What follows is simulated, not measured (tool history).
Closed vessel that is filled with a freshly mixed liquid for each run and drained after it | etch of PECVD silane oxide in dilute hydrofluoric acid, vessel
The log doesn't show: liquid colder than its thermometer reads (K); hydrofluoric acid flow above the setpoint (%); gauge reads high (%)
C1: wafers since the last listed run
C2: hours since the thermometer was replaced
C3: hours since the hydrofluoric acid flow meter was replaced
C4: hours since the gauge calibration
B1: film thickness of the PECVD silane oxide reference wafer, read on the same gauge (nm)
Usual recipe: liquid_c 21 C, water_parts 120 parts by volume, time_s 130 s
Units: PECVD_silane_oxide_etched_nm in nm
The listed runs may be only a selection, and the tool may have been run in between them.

run 1 hour=0 | liquid_c=25 water_parts=120 time_s=130 | C1=0 C2=1066.7 C3=1622.4 C4=174.9 | B1=60 | PECVD_silane_oxide_etched_nm=38.53
run 2 hour=11 | liquid_c=21 water_parts=120 time_s=130 | C1=1342 C2=1077.7 C3=1633.4 C4=185.9 | B1=60.01 | PECVD_silane_oxide_etched_nm=33.14
run 3 hour=31.3 | liquid_c=21 water_parts=120 time_s=130 | C1=2477 C2=1098 C3=1653.7 C4=206.2 | B1=59.99 | PECVD_silane_oxide_etched_nm=33.19
run 4 hour=45.2 | liquid_c=21 water_parts=120 time_s=130 | C1=1696 C2=1111.9 C3=1667.6 C4=220.1 | B1=59.99 | PECVD_silane_oxide_etched_nm=32.96
run 5 hour=58.5 | liquid_c=21 water_parts=120 time_s=130 | C1=1623 C2=1125.2 C3=1680.9 C4=233.4 | B1=60.02 | PECVD_silane_oxide_etched_nm=33.15
run 6 hour=75.7 | liquid_c=21 water_parts=85 time_s=130 | C1=2099 C2=1142.4 C3=1698.1 C4=250.6 | B1=60.01 | PECVD_silane_oxide_etched_nm=48.66
run 7 hour=93.6 | liquid_c=21 water_parts=85 time_s=130 | C1=2184 C2=1160.3 C3=1716 C4=268.5 | B1=59.98 | PECVD_silane_oxide_etched_nm=48.74
run 8 hour=101.6 | liquid_c=21 water_parts=120 time_s=70 | C1=976 C2=1168.3 C3=1724 C4=276.5 | B1=60 | PECVD_silane_oxide_etched_nm=17.78
run 9 hour=115.8 | liquid_c=21 water_parts=120 time_s=130 | C1=1733 C2=1182.5 C3=1738.2 C4=290.7 | B1=60.04 | PECVD_silane_oxide_etched_nm=33.14
run 10 hour=123.5 | liquid_c=21 water_parts=120 time_s=130 | C1=939 C2=1190.2 C3=1745.9 C4=298.4 | B1=59.99 | PECVD_silane_oxide_etched_nm=33.18
-- hour=128.1 gauge calibrated
run 11 hour=139.3 | liquid_c=21 water_parts=120 time_s=130 | C1=1928 C2=1206 C3=1761.7 C4=11.2 | B1=60.01 | PECVD_silane_oxide_etched_nm=33.22
run 12 hour=156.9 | liquid_c=21 water_parts=120 time_s=130 | C1=2148 C2=1223.6 C3=1779.3 C4=28.8 | B1=60 | PECVD_silane_oxide_etched_nm=33.07
run 13 hour=172.4 | liquid_c=21 water_parts=120 time_s=130 | C1=1892 C2=1239.1 C3=1794.8 C4=44.3 | B1=59.98 | PECVD_silane_oxide_etched_nm=33
run 14 hour=181.9 | liquid_c=21 water_parts=120 time_s=130 | C1=1159 C2=1248.6 C3=1804.3 C4=53.8 | B1=60.05 | PECVD_silane_oxide_etched_nm=33.32
-- hour=185.7 hydrofluoric acid flow meter replaced
run 15 hour=192.6 | liquid_c=21 water_parts=120 time_s=130 | C1=1184 C2=1259.3 C3=6.9 C4=64.5 | B1=60.03 | PECVD_silane_oxide_etched_nm=31.27
run 16 hour=207.6 | liquid_c=19.5 water_parts=120 time_s=130 | C1=1830 C2=1274.3 C3=21.9 C4=79.5 | B1=59.97 | PECVD_silane_oxide_etched_nm=29.38
run 17 hour=223 | liquid_c=21 water_parts=160 time_s=130 | C1=1879 C2=1289.7 C3=37.3 C4=94.9 | B1=60 | PECVD_silane_oxide_etched_nm=22.43
run 18 hour=236.2 | liquid_c=21 water_parts=120 time_s=130 | C1=1611 C2=1302.9 C3=50.5 C4=108.1 | B1=60 | PECVD_silane_oxide_etched_nm=31.27
run 19 hour=243.1 | liquid_c=25.5 water_parts=150 time_s=65 | C1=842 C2=1309.8 C3=57.4 C4=115 | B1=60.01 | PECVD_silane_oxide_etched_nm=14.36
run 20 hour=253.6 | liquid_c=21 water_parts=120 time_s=130 | C1=1281 C2=1320.3 C3=67.9 C4=125.5 | B1=59.98 | PECVD_silane_oxide_etched_nm=31.28
run 21 hour=264.8 | liquid_c=17 water_parts=60 time_s=185 | C1=1367 C2=1331.5 C3=79.1 C4=136.7 | B1=60 | PECVD_silane_oxide_etched_nm=80.48
run 22 hour=281.1 | liquid_c=23 water_parts=120 time_s=130 | C1=1989 C2=1347.8 C3=95.4 C4=153 | B1=60.01 | PECVD_silane_oxide_etched_nm=33.8
run 23 hour=291 | liquid_c=18 water_parts=120 time_s=200 | C1=1208 C2=1357.7 C3=105.3 C4=162.9 | B1=60.04 | PECVD_silane_oxide_etched_nm=42.7
run 24 hour=302.4 | liquid_c=21 water_parts=120 time_s=130 | C1=1391 C2=1369.1 C3=116.7 C4=174.3 | B1=59.99 | PECVD_silane_oxide_etched_nm=31.38
run 25 hour=311.4 | liquid_c=21 water_parts=120 time_s=70 | C1=1098 C2=1378.1 C3=125.7 C4=183.3 | B1=59.98 | PECVD_silane_oxide_etched_nm=16.88
run 26 hour=318.9 | liquid_c=25 water_parts=95 time_s=70 | C1=915 C2=1385.6 C3=133.2 C4=190.8 | B1=60 | PECVD_silane_oxide_etched_nm=25.68
run 27 hour=335.5 | liquid_c=21 water_parts=90 time_s=130 | C1=2026 C2=1402.2 C3=149.8 C4=207.4 | B1=60.02 | PECVD_silane_oxide_etched_nm=43.23
-- hour=345.6 thermometer replaced
run 28 hour=348.6 | liquid_c=21 water_parts=120 time_s=130 | C1=1476 C2=3 C3=162.9 C4=220.5 | B1=60.02 | PECVD_silane_oxide_etched_nm=31.33
run 29 hour=360.4 | liquid_c=21 water_parts=120 time_s=160 | C1=1440 C2=14.8 C3=174.7 C4=232.3 | B1=59.98 | PECVD_silane_oxide_etched_nm=38.46
run 30 hour=397.6 | liquid_c=17.5 water_parts=95 time_s=110 | C1=4540 C2=52 C3=211.9 C4=269.5 | B1=59.97 | PECVD_silane_oxide_etched_nm=29.82
run 31 hour=412.5 | liquid_c=21 water_parts=120 time_s=130 | C1=1818 C2=66.9 C3=226.8 C4=284.4 | B1=59.98 | PECVD_silane_oxide_etched_nm=31.26
run 32 hour=422.4 | liquid_c=21 water_parts=155 time_s=55 | C1=1208 C2=76.8 C3=236.7 C4=294.3 | B1=59.98 | PECVD_silane_oxide_etched_nm=9.94
run 33 hour=440.2 | liquid_c=21 water_parts=120 time_s=200 | C1=2172 C2=94.6 C3=254.5 C4=312.1 | B1=59.97 | PECVD_silane_oxide_etched_nm=48.44
run 34 hour=448.7 | liquid_c=21 water_parts=80 time_s=130 | C1=1037 C2=103.1 C3=263 C4=320.6 | B1=60.03 | PECVD_silane_oxide_etched_nm=49.27

Each row is a separate what-if for the run after 34, all from the same tool condition, not one after another. Results?
run A hour=449.4 | liquid_c=21 water_parts=100 time_s=130 | C1=85 C2=103.8 C3=263.7 C4=321.3 | B1=? | PECVD_silane_oxide_etched_nm=?
run B hour=449.4 | liquid_c=21 water_parts=100 time_s=55 | C1=85 C2=103.8 C3=263.7 C4=321.3 | B1=? | PECVD_silane_oxide_etched_nm=?
run C hour=449.4 | liquid_c=17 water_parts=180 time_s=60 | C1=85 C2=103.8 C3=263.7 C4=321.3 | B1=? | PECVD_silane_oxide_etched_nm=?

run=A B1=59.98 PECVD_silane_oxide_etched_nm=38.74
run=B B1=59.98 PECVD_silane_oxide_etched_nm=16.39
run=C B1=59.98 PECVD_silane_oxide_etched_nm=7.78
Without the tool's hidden state the same runs would have given:
run=A PECVD_silane_oxide_etched_nm=38.37
run=B PECVD_silane_oxide_etched_nm=16.23
run=C PECVD_silane_oxide_etched_nm=7.7

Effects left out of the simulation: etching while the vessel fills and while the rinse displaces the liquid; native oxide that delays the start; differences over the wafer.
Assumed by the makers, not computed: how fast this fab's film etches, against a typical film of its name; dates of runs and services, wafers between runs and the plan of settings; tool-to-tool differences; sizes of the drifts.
